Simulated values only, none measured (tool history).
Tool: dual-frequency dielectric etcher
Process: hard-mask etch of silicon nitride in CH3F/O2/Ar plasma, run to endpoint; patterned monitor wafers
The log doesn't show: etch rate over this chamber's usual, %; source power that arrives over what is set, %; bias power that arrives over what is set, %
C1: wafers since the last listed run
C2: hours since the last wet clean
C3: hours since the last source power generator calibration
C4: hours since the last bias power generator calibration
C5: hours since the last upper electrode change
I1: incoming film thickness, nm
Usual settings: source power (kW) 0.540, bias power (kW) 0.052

run 1 day=0.000 | source_power_(kW)=0.540 bias_power_(kW)=0.057 | C1=0 C2=360.3 C3=1992.4 C4=3368.5 C5=3019.0 | I1=29.22 | endpoint_time_(s)=38.3
run 2 day=1.188 | source_power_(kW)=0.540 bias_power_(kW)=0.057 | C1=249 C2=388.8 C3=2020.9 C4=3397.0 C5=3047.5 | I1=29.08 | endpoint_time_(s)=38.1
run 3 day=1.883 | source_power_(kW)=0.540 bias_power_(kW)=0.046 | C1=146 C2=405.5 C3=2037.6 C4=3413.7 C5=3064.2 | I1=28.88 | endpoint_time_(s)=42.0
run 4 day=3.033 | source_power_(kW)=0.540 bias_power_(kW)=0.052 | C1=241 C2=433.1 C3=2065.2 C4=3441.3 C5=3091.8 | I1=29.11 | endpoint_time_(s)=40.1
run 5 day=4.396 | source_power_(kW)=0.540 bias_power_(kW)=0.052 | C1=285 C2=465.8 C3=2097.9 C4=3474.0 C5=3124.5 | I1=29.14 | endpoint_time_(s)=39.7
run 6 day=5.375 | source_power_(kW)=0.540 bias_power_(kW)=0.049 | C1=205 C2=489.3 C3=2121.4 C4=3497.5 C5=3148.0 | I1=29.18 | endpoint_time_(s)=40.9
run 7 day=5.929 | source_power_(kW)=0.480 bias_power_(kW)=0.049 | C1=116 C2=502.6 C3=2134.7 C4=3510.8 C5=3161.3 | I1=28.83 | endpoint_time_(s)=42.6
-- day=10.033 wet clean of the chamber
-- day=10.033 source power generator calibrated
run 8 day=10.054 | source_power_(kW)=0.480 bias_power_(kW)=0.049 | C1=830 C2=0.5 C3=0.5 C4=3609.8 C5=3260.3 | I1=29.06 | endpoint_time_(s)=44.4
run 9 day=10.775 | source_power_(kW)=0.480 bias_power_(kW)=0.049 | C1=151 C2=17.8 C3=17.8 C4=3627.1 C5=3277.6 | I1=28.96 | endpoint_time_(s)=44.3
-- day=11.662 bias power generator calibrated
run 10 day=12.433 | source_power_(kW)=0.490 bias_power_(kW)=0.052 | C1=312 C2=57.6 C3=57.6 C4=18.5 C5=3317.4 | I1=29.11 | endpoint_time_(s)=42.9
run 11 day=15.933 | source_power_(kW)=0.640 bias_power_(kW)=0.057 | C1=734 C2=141.6 C3=141.6 C4=102.5 C5=3401.4 | I1=29.06 | endpoint_time_(s)=36.3
run 12 day=16.683 | source_power_(kW)=0.640 bias_power_(kW)=0.045 | C1=157 C2=159.6 C3=159.6 C4=120.5 C5=3419.4 | I1=29.00 | endpoint_time_(s)=39.8
run 13 day=17.946 | source_power_(kW)=0.450 bias_power_(kW)=0.064 | C1=264 C2=189.9 C3=189.9 C4=150.8 C5=3449.7 | I1=29.01 | endpoint_time_(s)=39.8
-- day=20.917 upper electrode replaced
run 14 day=21.800 | source_power_(kW)=0.480 bias_power_(kW)=0.064 | C1=598 C2=282.4 C3=282.4 C4=243.3 C5=21.2 | I1=29.10 | endpoint_time_(s)=38.6
run 15 day=22.854 | source_power_(kW)=0.470 bias_power_(kW)=0.056 | C1=221 C2=307.7 C3=307.7 C4=268.6 C5=46.5 | I1=29.12 | endpoint_time_(s)=41.4
run 16 day=24.238 | source_power_(kW)=0.620 bias_power_(kW)=0.041 | C1=290 C2=340.9 C3=340.9 C4=301.8 C5=79.7 | I1=28.78 | endpoint_time_(s)=41.6
run 17 day=25.442 | source_power_(kW)=0.440 bias_power_(kW)=0.046 | C1=252 C2=369.8 C3=369.8 C4=330.7 C5=108.6 | I1=29.02 | endpoint_time_(s)=46.6
run 18 day=26.788 | source_power_(kW)=0.640 bias_power_(kW)=0.045 | C1=282 C2=402.1 C3=402.1 C4=363.0 C5=140.9 | I1=28.70 | endpoint_time_(s)=38.9
run 19 day=27.379 | source_power_(kW)=0.470 bias_power_(kW)=0.056 | C1=124 C2=416.3 C3=416.3 C4=377.2 C5=155.1 | I1=29.43 | endpoint_time_(s)=41.6
run 20 day=28.508 | source_power_(kW)=0.680 bias_power_(kW)=0.047 | C1=236 C2=443.4 C3=443.4 C4=404.3 C5=182.2 | I1=28.98 | endpoint_time_(s)=37.7

How the hidden state differs across the entries between the runs, from the last listed run before each to the first after it:
Between runs 7 and 8: wet clean of the chamber (day 10.033); source power generator calibrated (day 10.033)
  etch rate over this chamber's usual, %: 3.6 -> -0.162
  measured less the result without the state, endpoint time (s): -1.6 -> +0.0
Between runs 9 and 10: bias power generator calibrated (day 11.662)
  etch rate over this chamber's usual, %: -0.0431 -> 0.231
  measured less the result without the state, endpoint time (s): +0.1 -> -0.1
Between runs 13 and 14: upper electrode replaced (day 20.917)
  etch rate over this chamber's usual, %: 1.14 -> 1.78
  measured less the result without the state, endpoint time (s): -0.5 -> -0.6
